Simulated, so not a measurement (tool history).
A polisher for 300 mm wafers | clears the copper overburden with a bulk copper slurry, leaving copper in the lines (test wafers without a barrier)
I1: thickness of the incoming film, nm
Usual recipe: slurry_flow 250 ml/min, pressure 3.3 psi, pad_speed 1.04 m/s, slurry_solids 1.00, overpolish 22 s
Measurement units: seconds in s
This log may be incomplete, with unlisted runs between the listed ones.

Run 1, hour 0.0: usual settings; I1 1317.3. Result: seconds 103.2 s.
Run 2, hour 29.4: usual settings; I1 1355.1. Result: seconds 105.6 s.
Run 3, hour 50.3: usual settings but overpolish 18 s; I1 1312.1. Result: seconds 103.8 s.
Run 4, hour 74.4: usual settings but overpolish 18 s; I1 1342.4. Result: seconds 106.2 s.
Run 5, hour 94.6: usual settings but overpolish 18 s; I1 1316.4. Result: seconds 103.5 s.
At hour 114.4: worn pad replaced by a new one.
Run 6, hour 124.1: usual settings; I1 1351.1. Result: seconds 107.8 s.
Run 7, hour 158.3: usual settings; I1 1306.2. Result: seconds 105.2 s.
Run 8, hour 177.2: usual settings but slurry_flow 315 ml/min; I1 1319.7. Result: seconds 109.0 s.
At hour 204.8: slurry blender recalibrated.
Run 9, hour 205.3: usual settings but slurry_flow 315 ml/min; I1 1335.3. Result: seconds 101.6 s.
At hour 225.4: worn pad replaced by a new one, of another model than before.
Run 10, hour 226.7: usual settings but overpolish 18 s; I1 1337.4. Result: seconds 104.0 s.
Run 11, hour 247.3: usual settings but pressure 4.3 psi; I1 1355.2. Result: seconds 89.8 s.
Run 12, hour 272.9: usual settings but slurry_flow 280 ml/min, pressure 2.6 psi, overpolish 34 s; I1 1323.2. Result: seconds 114.5 s.
At hour 302.4: head pressure recalibrated.
Run 13, hour 303.8: usual settings but overpolish 18 s; I1 1326.7. Result: seconds 104.1 s.
At hour 333.7: worn pad replaced by a new one.
At hour 338.0: slurry nozzle cleaned.
Run 14, hour 339.5: usual settings but pressure 3.7 psi, pad_speed 0.80 m/s, slurry_solids 0.75; I1 1326.5. Result: seconds 118.0 s.
Run 15, hour 370.7: usual settings; I1 1309.8. Result: seconds 102.8 s.
Run 16, hour 404.8: usual settings but slurry_flow 210 ml/min, pad_speed 0.94 m/s, slurry_solids 0.75; I1 1312.4. Result: seconds 119.4 s.

Estimate the outcome of run 17 from the log above:
Run 17, hour 436.3: usual settings but pressure 2.3 psi, slurry_solids 1.10, overpolish 27 s; I1 1329.3. Result: seconds ?.

Run 17 produced seconds 124.9 s.
Minus the tool's unlogged condition, the same run would have read seconds 118.9 s.

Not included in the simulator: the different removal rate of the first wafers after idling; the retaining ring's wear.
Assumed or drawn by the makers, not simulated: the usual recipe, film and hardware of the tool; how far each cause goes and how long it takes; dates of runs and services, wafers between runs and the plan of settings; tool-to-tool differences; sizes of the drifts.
